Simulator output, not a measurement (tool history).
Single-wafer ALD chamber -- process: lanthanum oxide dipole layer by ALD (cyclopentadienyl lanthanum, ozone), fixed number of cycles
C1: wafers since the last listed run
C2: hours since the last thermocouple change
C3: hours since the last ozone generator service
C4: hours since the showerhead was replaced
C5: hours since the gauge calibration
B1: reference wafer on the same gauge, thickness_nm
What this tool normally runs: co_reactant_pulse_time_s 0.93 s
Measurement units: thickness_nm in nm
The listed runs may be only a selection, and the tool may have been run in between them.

Run 1, hour 0.0: usual settings but co_reactant_pulse_time_s 0.75 s; C1 0; C2 2332.9; C3 1123.6; C4 3710.3; C5 277.5; B1 0.561. Result: thickness_nm 0.434 nm.
Run 2, hour 28.8: usual settings but co_reactant_pulse_time_s 0.75 s; C1 401; C2 2361.7; C3 1152.4; C4 3739.1; C5 306.3; B1 0.561. Result: thickness_nm 0.430 nm.
Run 3, hour 43.6: usual settings; C1 206; C2 2376.5; C3 1167.2; C4 3753.9; C5 321.1; B1 0.561. Result: thickness_nm 0.489 nm.
Run 4, hour 55.8: usual settings; C1 169; C2 2388.7; C3 1179.4; C4 3766.1; C5 333.3; B1 0.561. Result: thickness_nm 0.486 nm.
Run 5, hour 70.6: usual settings; C1 206; C2 2403.5; C3 1194.2; C4 3780.9; C5 348.1; B1 0.561. Result: thickness_nm 0.486 nm.
At hour 110.7: ozone generator serviced.
Run 6, hour 111.2: usual settings; C1 454; C2 2444.1; C3 0.5; C4 3821.5; C5 388.7; B1 0.561. Result: thickness_nm 0.512 nm.
Run 7, hour 119.7: usual settings; C1 118; C2 2452.6; C3 9.0; C4 3830.0; C5 397.2; B1 0.561. Result: thickness_nm 0.512 nm.
Run 8, hour 154.0: usual settings; C1 477; C2 2486.9; C3 43.3; C4 3864.3; C5 431.5; B1 0.561. Result: thickness_nm 0.506 nm.
Run 9, hour 175.9: usual settings; C1 305; C2 2508.8; C3 65.2; C4 3886.2; C5 453.4; B1 0.561. Result: thickness_nm 0.509 nm.
Run 10, hour 193.7: usual settings; C1 247; C2 2526.6; C3 83.0; C4 3904.0; C5 471.2; B1 0.561. Result: thickness_nm 0.510 nm.
Run 11, hour 218.7: usual settings; C1 348; C2 2551.6; C3 108.0; C4 3929.0; C5 496.2; B1 0.561. Result: thickness_nm 0.507 nm.
Run 12, hour 233.6: usual settings; C1 207; C2 2566.5; C3 122.9; C4 3943.9; C5 511.1; B1 0.561. Result: thickness_nm 0.503 nm.
Run 13, hour 255.6: usual settings; C1 306; C2 2588.5; C3 144.9; C4 3965.9; C5 533.1; B1 0.561. Result: thickness_nm 0.506 nm.
Run 14, hour 274.0: usual settings; C1 256; C2 2606.9; C3 163.3; C4 3984.3; C5 551.5; B1 0.561. Result: thickness_nm 0.507 nm.
Run 15, hour 298.3: usual settings; C1 338; C2 2631.2; C3 187.6; C4 4008.6; C5 575.8; B1 0.561. Result: thickness_nm 0.507 nm.
Run 16, hour 314.8: usual settings but co_reactant_pulse_time_s 0.70 s; C1 229; C2 2647.7; C3 204.1; C4 4025.1; C5 592.3; B1 0.561. Result: thickness_nm 0.434 nm.
Run 17, hour 349.4: usual settings; C1 481; C2 2682.3; C3 238.7; C4 4059.7; C5 626.9; B1 0.561. Result: thickness_nm 0.503 nm.
Run 18, hour 364.1: usual settings; C1 204; C2 2697.0; C3 253.4; C4 4074.4; C5 641.6; B1 0.561. Result: thickness_nm 0.507 nm.
Run 19, hour 399.2: usual settings; C1 488; C2 2732.1; C3 288.5; C4 4109.5; C5 676.7; B1 0.561. Result: thickness_nm 0.506 nm.
Run 20, hour 416.5: usual settings; C1 240; C2 2749.4; C3 305.8; C4 4126.8; C5 694.0; B1 0.561. Result: thickness_nm 0.500 nm.
Run 21, hour 443.4: usual settings; C1 374; C2 2776.3; C3 332.7; C4 4153.7; C5 720.9; B1 0.561. Result: thickness_nm 0.502 nm.
Run 22, hour 464.5: usual settings; C1 293; C2 2797.4; C3 353.8; C4 4174.8; C5 742.0; B1 0.561. Result: thickness_nm 0.502 nm.
At hour 477.8: thermocouple changed; heater temperature recalibrated.
At hour 492.6: showerhead replaced.
Run 23, hour 497.1: usual settings but co_reactant_pulse_time_s 1.10 s; C1 231; C2 19.3; C3 386.4; C4 4.5; C5 774.6; B1 0.561. Result: thickness_nm 0.538 nm.
At hour 506.5: gauge calibrated.
Run 24, hour 519.4: usual settings but co_reactant_pulse_time_s 1.21 s; C1 310; C2 41.6; C3 408.7; C4 26.8; C5 12.9; B1 0.561. Result: thickness_nm 0.554 nm.
Run 25, hour 537.2: usual settings but co_reactant_pulse_time_s 1.30 s; C1 247; C2 59.4; C3 426.5; C4 44.6; C5 30.7; B1 0.561. Result: thickness_nm 0.562 nm.
Run 26, hour 555.8: usual settings but co_reactant_pulse_time_s 0.80 s; C1 259; C2 78.0; C3 445.1; C4 63.2; C5 49.3; B1 0.561. Result: thickness_nm 0.466 nm.
Run 27, hour 589.2: usual settings but co_reactant_pulse_time_s 1.15 s; C1 465; C2 111.4; C3 478.5; C4 96.6; C5 82.7; B1 0.561. Result: thickness_nm 0.541 nm.
Run 28, hour 611.4: usual settings but co_reactant_pulse_time_s 0.82 s; C1 309; C2 133.6; C3 500.7; C4 118.8; C5 104.9; B1 0.561. Result: thickness_nm 0.472 nm.
Run 29, hour 634.5: usual settings but co_reactant_pulse_time_s 0.76 s; C1 321; C2 156.7; C3 523.8; C4 141.9; C5 128.0; B1 0.561. Result: thickness_nm 0.450 nm.
Run 30, hour 661.2: usual settings but co_reactant_pulse_time_s 0.60 s; C1 371; C2 183.4; C3 550.5; C4 168.6; C5 154.7; B1 0.561. Result: thickness_nm 0.381 nm.
Run 31, hour 687.7: usual settings but co_reactant_pulse_time_s 0.63 s; C1 369; C2 209.9; C3 577.0; C4 195.1; C5 181.2; B1 0.561. Result: thickness_nm 0.397 nm.
Run 32, hour 718.7: usual settings but co_reactant_pulse_time_s 0.62 s; C1 431; C2 240.9; C3 608.0; C4 226.1; C5 212.2; B1 0.561. Result: thickness_nm 0.392 nm.
Run 33, hour 741.0: usual settings; C1 310; C2 263.2; C3 630.3; C4 248.4; C5 234.5; B1 0.561. Result: thickness_nm 0.498 nm.
Run 34, hour 769.7: usual settings but co_reactant_pulse_time_s 0.79 s; C1 399; C2 291.9; C3 659.0; C4 277.1; C5 263.2; B1 0.561. Result: thickness_nm 0.457 nm.
Run 35, hour 789.7: usual settings but co_reactant_pulse_time_s 1.12 s; C1 278; C2 311.9; C3 679.0; C4 297.1; C5 283.2; B1 0.561. Result: thickness_nm 0.535 nm.

Here are 3 independent what-if runs from the current tool condition. What would each one return?
Run A, hour 790.1: usual settings; C1 5; C2 312.3; C3 679.4; C4 297.5; C5 283.6; B1 ?. Result: thickness_nm ?.
Run B, hour 790.1: usual settings but co_reactant_pulse_time_s 0.68 s; C1 5; C2 312.3; C3 679.4; C4 297.5; C5 283.6; B1 ?. Result: thickness_nm ?.
Run C, hour 790.1: usual settings but co_reactant_pulse_time_s 0.57 s; C1 5; C2 312.3; C3 679.4; C4 297.5; C5 283.6; B1 ?. Result: thickness_nm ?.

run     B1  thickness_nm
  A  0.561         0.500
  B  0.561         0.418
  C  0.561         0.364
Stripped of hidden state, with their random variation kept, the same runs would have yielded:
run  thickness_nm
  A         0.511
  B         0.432
  C         0.379
